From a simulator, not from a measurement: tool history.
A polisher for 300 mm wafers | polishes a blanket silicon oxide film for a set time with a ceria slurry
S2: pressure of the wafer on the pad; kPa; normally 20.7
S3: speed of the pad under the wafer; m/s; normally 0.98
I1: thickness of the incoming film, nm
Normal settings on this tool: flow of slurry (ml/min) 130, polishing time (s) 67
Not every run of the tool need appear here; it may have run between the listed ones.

run 1 hour=0 | flow_of_slurry_(ml/min)=130 S2=20.7 S3=0.98 polishing_time_(s)=67 | I1=959.8 | film_removed_(angstrom)=2219
-- hour=13.6 worn pad replaced by a new one
run 2 hour=14.1 | flow_of_slurry_(ml/min)=145 S2=20.7 S3=0.98 polishing_time_(s)=67 | I1=980 | film_removed_(angstrom)=2222
run 3 hour=26.7 | flow_of_slurry_(ml/min)=145 S2=20.7 S3=0.98 polishing_time_(s)=67 | I1=984.2 | film_removed_(angstrom)=2197
run 4 hour=69.7 | flow_of_slurry_(ml/min)=145 S2=20.7 S3=0.98 polishing_time_(s)=67 | I1=980.2 | film_removed_(angstrom)=2164
run 5 hour=76.1 | flow_of_slurry_(ml/min)=130 S2=20.7 S3=0.84 polishing_time_(s)=75 | I1=976.4 | film_removed_(angstrom)=2090
run 6 hour=85.1 | flow_of_slurry_(ml/min)=130 S2=20.7 S3=0.84 polishing_time_(s)=75 | I1=997 | film_removed_(angstrom)=2145
run 7 hour=102.2 | flow_of_slurry_(ml/min)=130 S2=20.7 S3=1.06 polishing_time_(s)=67 | I1=979.3 | film_removed_(angstrom)=2182
run 8 hour=116.2 | flow_of_slurry_(ml/min)=130 S2=20.7 S3=1.06 polishing_time_(s)=67 | I1=981.5 | film_removed_(angstrom)=2165
-- hour=124.8 worn pad replaced by a new one
run 9 hour=125.3 | flow_of_slurry_(ml/min)=130 S2=20.7 S3=0.7 polishing_time_(s)=67 | I1=966.1 | film_removed_(angstrom)=1692
-- hour=153.5 head pressure recalibrated
run 10 hour=176.9 | flow_of_slurry_(ml/min)=130 S2=20.7 S3=0.7 polishing_time_(s)=67 | I1=974.4 | film_removed_(angstrom)=1575
run 11 hour=184.7 | flow_of_slurry_(ml/min)=130 S2=20.7 S3=0.7 polishing_time_(s)=67 | I1=991 | film_removed_(angstrom)=1564
run 12 hour=201.5 | flow_of_slurry_(ml/min)=100 S2=20.7 S3=0.98 polishing_time_(s)=67 | I1=970.9 | film_removed_(angstrom)=1793
-- hour=204.8 slurry nozzle cleaned
run 13 hour=217.3 | flow_of_slurry_(ml/min)=100 S2=20.7 S3=0.98 polishing_time_(s)=67 | I1=978.5 | film_removed_(angstrom)=2113
run 14 hour=232.8 | flow_of_slurry_(ml/min)=100 S2=20.7 S3=0.98 polishing_time_(s)=67 | I1=1000.5 | film_removed_(angstrom)=2150
-- hour=236.9 worn pad replaced by a new one
run 15 hour=243.5 | flow_of_slurry_(ml/min)=130 S2=20.7 S3=0.98 polishing_time_(s)=67 | I1=979.5 | film_removed_(angstrom)=2254
run 16 hour=254.9 | flow_of_slurry_(ml/min)=130 S2=20.7 S3=0.98 polishing_time_(s)=67 | I1=993.1 | film_removed_(angstrom)=2209
run 17 hour=264.5 | flow_of_slurry_(ml/min)=130 S2=20.7 S3=0.98 polishing_time_(s)=87 | I1=969.2 | film_removed_(angstrom)=2835
run 18 hour=280.9 | flow_of_slurry_(ml/min)=150 S2=20.7 S3=0.66 polishing_time_(s)=73 | I1=990.5 | film_removed_(angstrom)=1934
run 19 hour=291 | flow_of_slurry_(ml/min)=130 S2=20.7 S3=0.98 polishing_time_(s)=67 | I1=964 | film_removed_(angstrom)=2178
run 20 hour=299.6 | flow_of_slurry_(ml/min)=130 S2=15.9 S3=0.98 polishing_time_(s)=53 | I1=983.6 | film_removed_(angstrom)=1335
-- hour=328.5 worn pad replaced by a new one
run 21 hour=339.8 | flow_of_slurry_(ml/min)=95 S2=15.9 S3=0.76 polishing_time_(s)=67 | I1=971.7 | film_removed_(angstrom)=1325
run 22 hour=352.6 | flow_of_slurry_(ml/min)=100 S2=20.7 S3=0.98 polishing_time_(s)=67 | I1=977.8 | film_removed_(angstrom)=2036
run 23 hour=359.6 | flow_of_slurry_(ml/min)=130 S2=20.7 S3=0.98 polishing_time_(s)=77 | I1=992.3 | film_removed_(angstrom)=2486
run 24 hour=368.4 | flow_of_slurry_(ml/min)=120 S2=20.7 S3=0.98 polishing_time_(s)=73 | I1=984.7 | film_removed_(angstrom)=2372
run 25 hour=375.4 | flow_of_slurry_(ml/min)=130 S2=20.7 S3=0.98 polishing_time_(s)=67 | I1=975.6 | film_removed_(angstrom)=2119
run 26 hour=393.3 | flow_of_slurry_(ml/min)=105 S2=15.9 S3=1.16 polishing_time_(s)=67 | I1=981.6 | film_removed_(angstrom)=1788
run 27 hour=400.2 | flow_of_slurry_(ml/min)=130 S2=20.7 S3=0.88 polishing_time_(s)=67 | I1=975.8 | film_removed_(angstrom)=1960
run 28 hour=425.1 | flow_of_slurry_(ml/min)=160 S2=20.7 S3=0.98 polishing_time_(s)=81 | I1=996.8 | film_removed_(angstrom)=2719
-- hour=438.6 worn pad replaced by a new one
run 29 hour=461 | flow_of_slurry_(ml/min)=105 S2=13.8 S3=0.98 polishing_time_(s)=85 | I1=970 | film_removed_(angstrom)=1686
run 30 hour=478.9 | flow_of_slurry_(ml/min)=130 S2=20.7 S3=0.98 polishing_time_(s)=88 | I1=975.8 | film_removed_(angstrom)=2702
run 31 hour=493.6 | flow_of_slurry_(ml/min)=110 S2=15.9 S3=1.1 polishing_time_(s)=86 | I1=990 | film_removed_(angstrom)=2133
run 32 hour=502.6 | flow_of_slurry_(ml/min)=110 S2=16.5 S3=0.98 polishing_time_(s)=74 | I1=967.1 | film_removed_(angstrom)=1752

What the log doesn't show, run by run:
removal rate lost through wear of the pad, %: 0 at every run
deviation of the head's pressure from its setpoint, %: 0 at every run
H1: slurry flow missing at the pad, %
run=1 H1=20.1
run=2 H1=21.6
run=3 H1=22.9
run=4 H1=27.4
run=5 H1=28.1
run=6 H1=29
run=7 H1=30.8
run=8 H1=32.3
run=9 H1=33.2
run=10 H1=38.6
run=11 H1=39.4
run=12 H1=41.2
run=13 H1=3.13
run=14 H1=4.75
run=15 H1=5.86
run=16 H1=7.05
run=17 H1=8.06
run=18 H1=9.77
run=19 H1=10.8
run=20 H1=11.7
run=21 H1=15.9
run=22 H1=17.3
run=23 H1=18
run=24 H1=18.9
run=25 H1=19.6
run=26 H1=21.5
run=27 H1=22.2
run=28 H1=24.8
run=29 H1=28.6
run=30 H1=30.4
run=31 H1=32
run=32 H1=32.9
